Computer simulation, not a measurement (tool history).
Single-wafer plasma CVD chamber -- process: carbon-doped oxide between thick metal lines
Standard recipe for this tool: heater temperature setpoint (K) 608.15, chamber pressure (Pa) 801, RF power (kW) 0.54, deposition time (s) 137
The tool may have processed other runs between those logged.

| run | hour | heater temperature setpoint (K) | chamber pressure (Pa) | RF power (kW) | deposition time (s) | wafers since the last listed run | hours since the last thermocouple change | hours since the last RF generator calibration | hours since the last manometer calibration | hours since the showerhead was replaced | hours since the gauge calibration | read-back reference wafer on the same gauge, thickness_nm | mean film thickness on the monitor wafer (nm) |
|---|---|---|---|---|---|---|---|---|---|---|---|---|---|
| 1 | 0 | 598.15 | 801 | 0.5 | 137 | 0 | 1277.8 | 1389.3 | 1436.2 | 7677.8 | 243 | 814.057 | 759.045 |
| 2 | 8.7 | 598.15 | 801 | 0.5 | 137 | 109 | 1286.5 | 1398 | 1444.9 | 7686.5 | 251.7 | 814.007 | 758.547 |
| 3 | 24.2 | 598.15 | 801 | 0.5 | 137 | 195 | 1302 | 1413.5 | 1460.4 | 7702 | 267.2 | 814.012 | 759.728 |
|  | 41.9 | gauge calibrated |
| 4 | 42.1 | 615.15 | 801 | 0.54 | 137 | 225 | 1319.9 | 1431.4 | 1478.3 | 7719.9 | 0.2 | 814.428 | 752.798 |
| 5 | 51.4 | 615.15 | 801 | 0.54 | 137 | 117 | 1329.2 | 1440.7 | 1487.6 | 7729.2 | 9.5 | 814.22 | 751.16 |
| 6 | 59.4 | 615.15 | 801 | 0.54 | 137 | 100 | 1337.2 | 1448.7 | 1495.6 | 7737.2 | 17.5 | 813.979 | 751.583 |
| 7 | 76.7 | 608.15 | 801 | 0.54 | 137 | 218 | 1354.5 | 1466 | 1512.9 | 7754.5 | 34.8 | 814.047 | 766.35 |
| 8 | 91.7 | 608.15 | 801 | 0.625 | 137 | 189 | 1369.5 | 1481 | 1527.9 | 7769.5 | 49.8 | 814.011 | 827.357 |
|  | 112 | capacitance manometer re-zeroed and calibrated |
|  | 117 | thermocouple changed; heater temperature recalibrated |
| 9 | 117.5 | 608.15 | 801 | 0.625 | 137 | 161 | 0.5 | 1506.8 | 5.5 | 7795.3 | 75.6 | 814.163 | 828.086 |
| 10 | 119.5 | 608.15 | 801 | 0.625 | 137 | 25 | 2.5 | 1508.8 | 7.5 | 7797.3 | 77.6 | 813.843 | 828.004 |
| 11 | 128.1 | 608.15 | 801 | 0.54 | 137 | 108 | 11.1 | 1517.4 | 16.1 | 7805.9 | 86.2 | 813.786 | 765.829 |
| 12 | 169.3 | 608.15 | 801 | 0.54 | 137 | 519 | 52.3 | 1558.6 | 57.3 | 7847.1 | 127.4 | 814.022 | 764.155 |
| 13 | 180.7 | 608.15 | 801 | 0.54 | 137 | 143 | 63.7 | 1570 | 68.7 | 7858.5 | 138.8 | 814.021 | 761.393 |
| 14 | 196.4 | 608.15 | 801 | 0.54 | 137 | 198 | 79.4 | 1585.7 | 84.4 | 7874.2 | 154.5 | 813.966 | 762.043 |
| 15 | 212.9 | 608.15 | 801 | 0.54 | 148 | 208 | 95.9 | 1602.2 | 100.9 | 7890.7 | 171 | 814.073 | 821.648 |
| 16 | 219.7 | 597.15 | 801 | 0.54 | 137 | 85 | 102.7 | 1609 | 107.7 | 7897.5 | 177.8 | 814.106 | 787.002 |
| 17 | 226 | 608.15 | 801 | 0.54 | 137 | 79 | 109 | 1615.3 | 114 | 7903.8 | 184.1 | 814.028 | 761.834 |
| 18 | 236.9 | 619.15 | 801 | 0.585 | 112 | 137 | 119.9 | 1626.2 | 124.9 | 7914.7 | 195 | 814.387 | 631.398 |
|  | 254.9 | RF generator calibrated |
|  | 268.1 | showerhead replaced |
| 19 | 274.1 | 608.15 | 801 | 0.54 | 137 | 267 | 157.1 | 19.2 | 162.1 | 6 | 232.2 | 813.87 | 788.672 |
|  | 276.8 | gauge calibrated |
| 20 | 283.6 | 608.15 | 801 | 0.46 | 137 | 119 | 166.6 | 28.7 | 171.6 | 15.5 | 6.8 | 813.75 | 723.643 |
| 21 | 295.8 | 608.15 | 801 | 0.585 | 125 | 153 | 178.8 | 40.9 | 183.8 | 27.7 | 19 | 813.768 | 753.061 |
| 22 | 310.2 | 608.15 | 801 | 0.54 | 137 | 181 | 193.2 | 55.3 | 198.2 | 42.1 | 33.4 | 814.058 | 788.108 |
| 23 | 321.2 | 615.15 | 801 | 0.575 | 137 | 138 | 204.2 | 66.3 | 209.2 | 53.1 | 44.4 | 814.038 | 800.664 |
| 24 | 327.9 | 615.15 | 801 | 0.54 | 137 | 84 | 210.9 | 73 | 215.9 | 59.8 | 51.1 | 813.909 | 772.601 |
| 25 | 343.8 | 613.15 | 956 | 0.54 | 137 | 200 | 226.8 | 88.9 | 231.8 | 75.7 | 67 | 813.954 | 786.934 |
| 26 | 353.4 | 608.15 | 748 | 0.54 | 137 | 121 | 236.4 | 98.5 | 241.4 | 85.3 | 76.6 | 813.865 | 783.798 |
| 27 | 360.8 | 608.15 | 697 | 0.54 | 137 | 93 | 243.8 | 105.9 | 248.8 | 92.7 | 84 | 814.065 | 774.178 |

Pick out some run-to-run changes in mean film thickness on the monitor wafer (nm). Of each, how much would a tool without hidden state show as well, from the settings, what came in and chance, and how much is left for the hidden state and any gauge scatter not in both results compared?
Hidden state at play: wafer temperature above the value expected at the setpoint (K); delivered RF power above the setpoint (%); true pressure above the setpoint (%); gauge reads high (%).
Run 17 -> 18: heater temperature setpoint (K) 608.15 -> 619.15, RF power (kW) 0.54 -> 0.585, deposition time (s) 137 -> 112. mean film thickness on the monitor wafer (nm) -130.436: hidden state +6.031, all else -136.467.
Run 18 -> 19: heater temperature setpoint (K) 619.15 -> 608.15, RF power (kW) 0.585 -> 0.54, deposition time (s) 112 -> 137, RF generator calibrated, showerhead replaced. mean film thickness on the monitor wafer (nm) +157.274: hidden state +22.438, all else +134.836.
